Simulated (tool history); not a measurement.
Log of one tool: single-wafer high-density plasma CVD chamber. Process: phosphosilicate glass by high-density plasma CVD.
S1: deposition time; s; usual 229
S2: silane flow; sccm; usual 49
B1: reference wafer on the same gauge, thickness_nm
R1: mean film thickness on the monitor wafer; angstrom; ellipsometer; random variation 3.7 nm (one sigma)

run	day	S1	S2	B1	R1
1	0	229	49	822.822	9941.97
2	1.446	229	49	823.22	9949.27
3	3.896	229	54	824.214	10958.19
4	6.1	229	54	824.157	11001.16
5	8.6	229	54	823.059	11009.1
6	10.6	229	49	822.924	10064.86
7	12.446	219	41	824.261	7964.97
8	13.679	253	49	821.981	11058.25
9	15.967	229	53	823.211	10856.51
10	21.358	229	49	822.482	10100.33
# day 21.85: gauge calibrated
11	24.425	229	49	823.162	10063.57
12	25.5	272	41	823.044	10028.93
# day 26.546: silane flow controller replaced
13	28.479	229	49	822.284	9033.07
14	31.542	183	45	821.906	6583.6
15	32.921	267	49	823.524	10518.09
# day 34.262: silane flow controller replaced, repeated, since the last time left the tool worse
16	35.362	244	40	822.866	8534.83
17	38.075	260	43	822.782	9681.6
18	39.358	187	59	823.376	9625.9
19	41.958	217	45	823.819	8513.33
20	43.933	204	55	822.222	9766.5

4 ways to go on from here, each from the tool as it stands after run 20. What would each give?
A	43.954	229	49	?	?
B	43.954	216	49	?	?
C	43.954	192	40	?	?
D	43.954	229	52	?	?

run	B1	R1
A	822.942	9779.46
B	822.942	9224.3
C	822.942	6693.37
D	822.942	10378.21
Without the tool's hidden state the same runs would have given:
run	R1
A	9820.86
B	9263.34
C	6721.7
D	10422.13

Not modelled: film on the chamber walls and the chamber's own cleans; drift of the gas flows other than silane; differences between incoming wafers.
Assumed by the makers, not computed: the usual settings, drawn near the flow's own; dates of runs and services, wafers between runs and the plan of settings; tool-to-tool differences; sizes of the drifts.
